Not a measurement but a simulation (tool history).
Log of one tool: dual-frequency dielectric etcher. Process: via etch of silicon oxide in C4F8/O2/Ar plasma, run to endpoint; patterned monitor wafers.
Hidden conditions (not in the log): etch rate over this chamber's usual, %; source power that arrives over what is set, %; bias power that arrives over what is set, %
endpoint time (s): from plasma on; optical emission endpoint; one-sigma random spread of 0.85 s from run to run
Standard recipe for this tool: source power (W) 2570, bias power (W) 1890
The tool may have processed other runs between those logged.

run   hour  source power (W)  bias power (W)  wafers since the last listed run  hours since the last wet clean  hours since the last source power generator calibration  hours since the last bias power generator calibration  hours since the last upper electrode change  incoming incoming film thickness, nm  endpoint time (s)
  1      0              2260            1890                                 0                           519.6                                                   3379.1                                                 1132.7                                       5298.2                                1539.2              316.7
      76.5  -- wet clean of the chamber
  2     77              2260            1890                               414                             0.5                                                   3456.1                                                 1209.7                                       5375.2                                1552.7              320.2
  3  122.1              2260            1890                               352                            45.6                                                   3501.2                                                 1254.8                                       5420.3                                1549.2              317.9
  4  220.9              2960            2046                               772                           144.4                                                     3600                                                 1353.6                                       5519.1                                1532.3              260.7
  5  260.5              2240            1890                               309                             184                                                   3639.6                                                 1393.2                                       5558.7                                1558.7              322.3
  6    314              2240            1890                               418                           237.5                                                   3693.1                                                 1446.7                                       5612.2                                1555.2                322
  7    412              2570            1890                               766                           335.5                                                   3791.1                                                 1544.7                                       5710.2                                1545.3              292.3
     528.7  -- upper electrode replaced
  8  636.1              2570            1890                              1564                           559.6                                                   4015.2                                                 1768.8                                        107.4                                1533.4              287.7
     728.5  -- wet clean of the chamber
  9  798.2              2570            1890                              1079                            69.7                                                   4177.3                                                 1930.9                                        269.5                                1534.6              287.5

Run 10 comes next. What will it give?
 10  894.5              2960            1890                               752                             166                                                   4273.6                                                 2027.2                                        365.8                                1540.3                  ?

Logged for run 10: endpoint time (s) 265.
With no hidden state in the tool, this same run would have given endpoint time (s) 259.8.
